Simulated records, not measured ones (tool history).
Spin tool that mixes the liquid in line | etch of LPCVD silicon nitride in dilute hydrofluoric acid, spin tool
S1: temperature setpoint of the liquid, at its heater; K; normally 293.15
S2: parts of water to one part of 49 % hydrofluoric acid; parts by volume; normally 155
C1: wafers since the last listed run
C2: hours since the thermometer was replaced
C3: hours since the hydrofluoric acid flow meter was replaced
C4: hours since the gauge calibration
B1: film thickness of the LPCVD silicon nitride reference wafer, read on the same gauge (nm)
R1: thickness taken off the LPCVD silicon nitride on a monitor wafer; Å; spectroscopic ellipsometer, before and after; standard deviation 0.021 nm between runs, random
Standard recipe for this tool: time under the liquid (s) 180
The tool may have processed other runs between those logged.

{"run": 1, "day": 0.0, "S1": 290.15, "S2": 155, "time under the liquid (s)": 180, "C1": 0, "C2": 1561.6, "C3": 1419.0, "C4": 163.0, "B1": 80.035, "R1": 3.71}
{"run": 2, "day": 0.704, "S1": 290.15, "S2": 155, "time under the liquid (s)": 180, "C1": 86, "C2": 1578.5, "C3": 1435.9, "C4": 179.9, "B1": 79.984, "R1": 3.7}
{"run": 3, "day": 1.292, "S1": 293.15, "S2": 155, "time under the liquid (s)": 180, "C1": 72, "C2": 1592.6, "C3": 1450.0, "C4": 194.0, "B1": 80.025, "R1": 4.38}
{"run": 4, "day": 1.883, "S1": 293.15, "S2": 155, "time under the liquid (s)": 180, "C1": 72, "C2": 1606.8, "C3": 1464.2, "C4": 208.2, "B1": 80.044, "R1": 4.27}
{"run": 5, "day": 2.562, "S1": 293.15, "S2": 155, "time under the liquid (s)": 180, "C1": 83, "C2": 1623.1, "C3": 1480.5, "C4": 224.5, "B1": 80.032, "R1": 4.4}
{"run": 6, "day": 2.988, "S1": 293.15, "S2": 155, "time under the liquid (s)": 180, "C1": 52, "C2": 1633.3, "C3": 1490.7, "C4": 234.7, "B1": 80.024, "R1": 4.49}
{"run": 7, "day": 3.725, "S1": 293.15, "S2": 155, "time under the liquid (s)": 230, "C1": 90, "C2": 1651.0, "C3": 1508.4, "C4": 252.4, "B1": 80.049, "R1": 5.38}
{"day": 4.267, "done": "gauge calibrated"}
{"run": 8, "day": 5.771, "S1": 293.15, "S2": 155, "time under the liquid (s)": 230, "C1": 251, "C2": 1700.1, "C3": 1557.5, "C4": 36.1, "B1": 79.971, "R1": 5.4}
{"run": 9, "day": 6.442, "S1": 293.15, "S2": 155, "time under the liquid (s)": 230, "C1": 82, "C2": 1716.2, "C3": 1573.6, "C4": 52.2, "B1": 80.051, "R1": 5.44}
{"day": 6.6, "done": "thermometer replaced"}
{"run": 10, "day": 7.046, "S1": 293.15, "S2": 105, "time under the liquid (s)": 180, "C1": 69, "C2": 10.7, "C3": 1588.1, "C4": 66.7, "B1": 79.986, "R1": 6.69}
{"run": 11, "day": 7.525, "S1": 293.15, "S2": 105, "time under the liquid (s)": 180, "C1": 58, "C2": 22.2, "C3": 1599.6, "C4": 78.2, "B1": 80.005, "R1": 5.91}
{"run": 12, "day": 8.338, "S1": 296.65, "S2": 155, "time under the liquid (s)": 180, "C1": 100, "C2": 41.7, "C3": 1619.1, "C4": 97.7, "B1": 79.948, "R1": 5.63}
{"run": 13, "day": 8.625, "S1": 293.15, "S2": 155, "time under the liquid (s)": 180, "C1": 35, "C2": 48.6, "C3": 1626.0, "C4": 104.6, "B1": 79.955, "R1": 4.17}
{"run": 14, "day": 9.3, "S1": 293.15, "S2": 155, "time under the liquid (s)": 180, "C1": 83, "C2": 64.8, "C3": 1642.2, "C4": 120.8, "B1": 80.006, "R1": 4.07}
{"day": 10.775, "done": "hydrofluoric acid flow meter replaced"}
{"run": 15, "day": 10.829, "S1": 293.15, "S2": 155, "time under the liquid (s)": 180, "C1": 183, "C2": 101.5, "C3": 1.3, "C4": 157.5, "B1": 79.948, "R1": 4.44}
{"run": 16, "day": 11.517, "S1": 290.65, "S2": 155, "time under the liquid (s)": 180, "C1": 84, "C2": 118.0, "C3": 17.8, "C4": 174.0, "B1": 79.976, "R1": 3.47}
{"run": 17, "day": 11.95, "S1": 293.15, "S2": 155, "time under the liquid (s)": 180, "C1": 53, "C2": 128.4, "C3": 28.2, "C4": 184.4, "B1": 80.008, "R1": 4.23}
{"run": 18, "day": 12.233, "S1": 294.65, "S2": 155, "time under the liquid (s)": 235, "C1": 34, "C2": 135.2, "C3": 35.0, "C4": 191.2, "B1": 79.97, "R1": 6.05}
{"run": 19, "day": 12.904, "S1": 297.65, "S2": 130, "time under the liquid (s)": 215, "C1": 82, "C2": 151.3, "C3": 51.1, "C4": 207.3, "B1": 80.008, "R1": 8.26}
{"run": 20, "day": 13.312, "S1": 293.15, "S2": 195, "time under the liquid (s)": 275, "C1": 50, "C2": 161.1, "C3": 60.9, "C4": 217.1, "B1": 80.007, "R1": 5.36}
{"run": 21, "day": 14.004, "S1": 293.15, "S2": 75, "time under the liquid (s)": 130, "C1": 85, "C2": 177.7, "C3": 77.5, "C4": 233.7, "B1": 80.039, "R1": 6.2}
{"run": 22, "day": 14.8, "S1": 291.15, "S2": 180, "time under the liquid (s)": 180, "C1": 97, "C2": 196.8, "C3": 96.6, "C4": 252.8, "B1": 79.995, "R1": 3.17}

What will run 23 give?
{"run": 23, "day": 15.508, "S1": 290.15, "S2": 200, "time under the liquid (s)": 135, "C1": 87, "C2": 213.8, "C3": 113.6, "C4": 269.8, "B1": "?", "R1": "?"}

{"run 23": {"B1": 80.002, "R1": 2.12}}
Had the tool carried no hidden state, the very same run would have given R1 2.12 Å.

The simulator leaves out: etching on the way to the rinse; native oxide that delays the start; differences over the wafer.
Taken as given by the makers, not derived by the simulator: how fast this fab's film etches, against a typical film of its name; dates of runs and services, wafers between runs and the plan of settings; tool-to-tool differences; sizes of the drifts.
